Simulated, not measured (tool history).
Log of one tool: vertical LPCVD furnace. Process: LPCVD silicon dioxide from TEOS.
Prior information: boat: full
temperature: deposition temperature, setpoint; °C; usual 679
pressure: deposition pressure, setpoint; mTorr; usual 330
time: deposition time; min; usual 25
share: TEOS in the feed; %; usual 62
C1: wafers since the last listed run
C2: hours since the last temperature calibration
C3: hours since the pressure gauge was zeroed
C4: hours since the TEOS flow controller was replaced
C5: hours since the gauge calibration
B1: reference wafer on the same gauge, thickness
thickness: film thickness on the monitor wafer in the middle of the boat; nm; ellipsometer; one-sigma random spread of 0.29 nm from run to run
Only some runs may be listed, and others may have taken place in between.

run 1 day=0 | temperature=679 pressure=330 time=25 share=53 | C1=0 C2=3258.7 C3=3171.9 C4=2642.9 C5=286.6 | B1=112.98 | thickness=123.83
run 2 day=0.367 | temperature=679 pressure=330 time=22 share=62 | C1=157 C2=3267.5 C3=3180.7 C4=2651.7 C5=295.4 | B1=113.05 | thickness=118.25
run 3 day=1.104 | temperature=679 pressure=330 time=22 share=62 | C1=316 C2=3285.2 C3=3198.4 C4=2669.4 C5=313.1 | B1=113.1 | thickness=117.7
-- day=1.575 gauge calibrated
run 4 day=1.604 | temperature=671 pressure=330 time=25 share=55 | C1=214 C2=3297.2 C3=3210.4 C4=2681.4 C5=0.7 | B1=112.98 | thickness=103.6
run 5 day=1.954 | temperature=673 pressure=330 time=25 share=62 | C1=150 C2=3305.6 C3=3218.8 C4=2689.8 C5=9.1 | B1=113.03 | thickness=115.54
run 6 day=2.621 | temperature=679 pressure=330 time=25 share=62 | C1=285 C2=3321.6 C3=3234.8 C4=2705.8 C5=25.1 | B1=112.95 | thickness=133.58
run 7 day=3.196 | temperature=679 pressure=330 time=25 share=62 | C1=246 C2=3335.4 C3=3248.6 C4=2719.6 C5=38.9 | B1=113.03 | thickness=133.51
run 8 day=3.725 | temperature=679 pressure=330 time=25 share=62 | C1=226 C2=3348.1 C3=3261.3 C4=2732.3 C5=51.6 | B1=113.09 | thickness=134.05
run 9 day=3.979 | temperature=679 pressure=330 time=25 share=62 | C1=109 C2=3354.2 C3=3267.4 C4=2738.4 C5=57.7 | B1=113.01 | thickness=133.68
-- day=5.329 thermocouples replaced and temperature profile calibrated
run 10 day=5.35 | temperature=679 pressure=330 time=25 share=62 | C1=159 C2=0.5 C3=3300.3 C4=2771.3 C5=90.6 | B1=112.94 | thickness=139.88
run 11 day=5.517 | temperature=670 pressure=330 time=25 share=62 | C1=71 C2=4.5 C3=3304.3 C4=2775.3 C5=94.6 | B1=112.98 | thickness=112.44
run 12 day=5.692 | temperature=683 pressure=385 time=17.5 share=74 | C1=75 C2=8.7 C3=3308.5 C4=2779.5 C5=98.8 | B1=113.06 | thickness=127.34
-- day=6.812 TEOS flow controller replaced
run 13 day=6.833 | temperature=679 pressure=330 time=25 share=62 | C1=60 C2=36.1 C3=3335.9 C4=0.5 C5=126.2 | B1=112.92 | thickness=140.12
run 14 day=7 | temperature=679 pressure=330 time=16.5 share=57 | C1=71 C2=40.1 C3=3339.9 C4=4.5 C5=130.2 | B1=112.99 | thickness=88.83
run 15 day=7.288 | temperature=687 pressure=330 time=30 share=57 | C1=123 C2=47 C3=3346.8 C4=11.4 C5=137.1 | B1=113.02 | thickness=195.19
run 16 day=7.883 | temperature=679 pressure=250 time=25 share=71 | C1=255 C2=61.3 C3=3361.1 C4=25.7 C5=151.4 | B1=113.01 | thickness=130.67
run 17 day=8.5 | temperature=675 pressure=405 time=25 share=62 | C1=264 C2=76.1 C3=3375.9 C4=40.5 C5=166.2 | B1=113.01 | thickness=140.92
run 18 day=8.838 | temperature=689 pressure=395 time=30 share=71 | C1=144 C2=84.2 C3=3384 C4=48.6 C5=174.3 | B1=112.94 | thickness=251.04
-- day=9.921 thermocouples replaced and temperature profile calibrated, repeated, since the last time left the tool worse
-- day=10.583 pressure gauge zeroed
run 19 day=10.604 | temperature=679 pressure=330 time=25 share=62 | C1=45 C2=16.4 C3=0.5 C4=91 C5=216.7 | B1=113.02 | thickness=124.26
run 20 day=10.771 | temperature=669 pressure=405 time=33.5 share=66 | C1=71 C2=20.4 C3=4.5 C4=95 C5=220.7 | B1=113.1 | thickness=149.48
run 21 day=10.942 | temperature=679 pressure=330 time=25 share=62 | C1=73 C2=24.5 C3=8.6 C4=99.1 C5=224.8 | B1=113.06 | thickness=124.66
run 22 day=11.108 | temperature=679 pressure=330 time=25 share=62 | C1=71 C2=28.5 C3=12.6 C4=103.1 C5=228.8 | B1=112.93 | thickness=124.52
run 23 day=11.279 | temperature=683 pressure=405 time=15 share=59 | C1=73 C2=32.6 C3=16.7 C4=107.2 C5=232.9 | B1=113.01 | thickness=88.8
run 24 day=11.458 | temperature=679 pressure=330 time=25 share=62 | C1=76 C2=36.9 C3=21 C4=111.5 C5=237.2 | B1=112.91 | thickness=124.92
run 25 day=11.888 | temperature=683 pressure=330 time=25 share=62 | C1=184 C2=47.2 C3=31.3 C4=121.8 C5=247.5 | B1=113.11 | thickness=137.44
run 26 day=12.633 | temperature=690 pressure=270 time=16.5 share=71 | C1=319 C2=65.1 C3=49.2 C4=139.7 C5=265.4 | B1=112.98 | thickness=103.64
run 27 day=13.017 | temperature=684 pressure=385 time=31 share=56 | C1=164 C2=74.3 C3=58.4 C4=148.9 C5=274.6 | B1=113 | thickness=179.62
run 28 day=13.512 | temperature=679 pressure=330 time=25 share=56 | C1=212 C2=86.2 C3=70.3 C4=160.8 C5=286.5 | B1=112.95 | thickness=118.57
run 29 day=13.867 | temperature=679 pressure=330 time=25 share=62 | C1=151 C2=94.7 C3=78.8 C4=169.3 C5=295 | B1=112.98 | thickness=124.94
run 30 day=14.542 | temperature=679 pressure=330 time=25 share=62 | C1=289 C2=110.9 C3=95 C4=185.5 C5=311.2 | B1=112.91 | thickness=125.36

Give the tool's hidden conditions for every run:
true pressure minus gauge reading, mTorr: 0, the same for each run
deviation of the TEOS flow from its setpoint, %: 0, the same for each run
gauge reads high (%): 0, the same for each run
H1: true tube temperature minus thermocouple reading, K
run=1 H1=3.09
run=2 H1=3.09
run=3 H1=3.09
run=4 H1=3.1
run=5 H1=3.1
run=6 H1=3.1
run=7 H1=3.1
run=8 H1=3.11
run=9 H1=3.11
run=10 H1=4.93
run=11 H1=4.94
run=12 H1=4.96
run=13 H1=5.02
run=14 H1=5.03
run=15 H1=5.05
run=16 H1=5.09
run=17 H1=5.12
run=18 H1=5.14
run=19 H1=0.144
run=20 H1=0.154
run=21 H1=0.164
run=22 H1=0.174
run=23 H1=0.184
run=24 H1=0.195
run=25 H1=0.22
run=26 H1=0.263
run=27 H1=0.285
run=28 H1=0.314
run=29 H1=0.334
run=30 H1=0.371
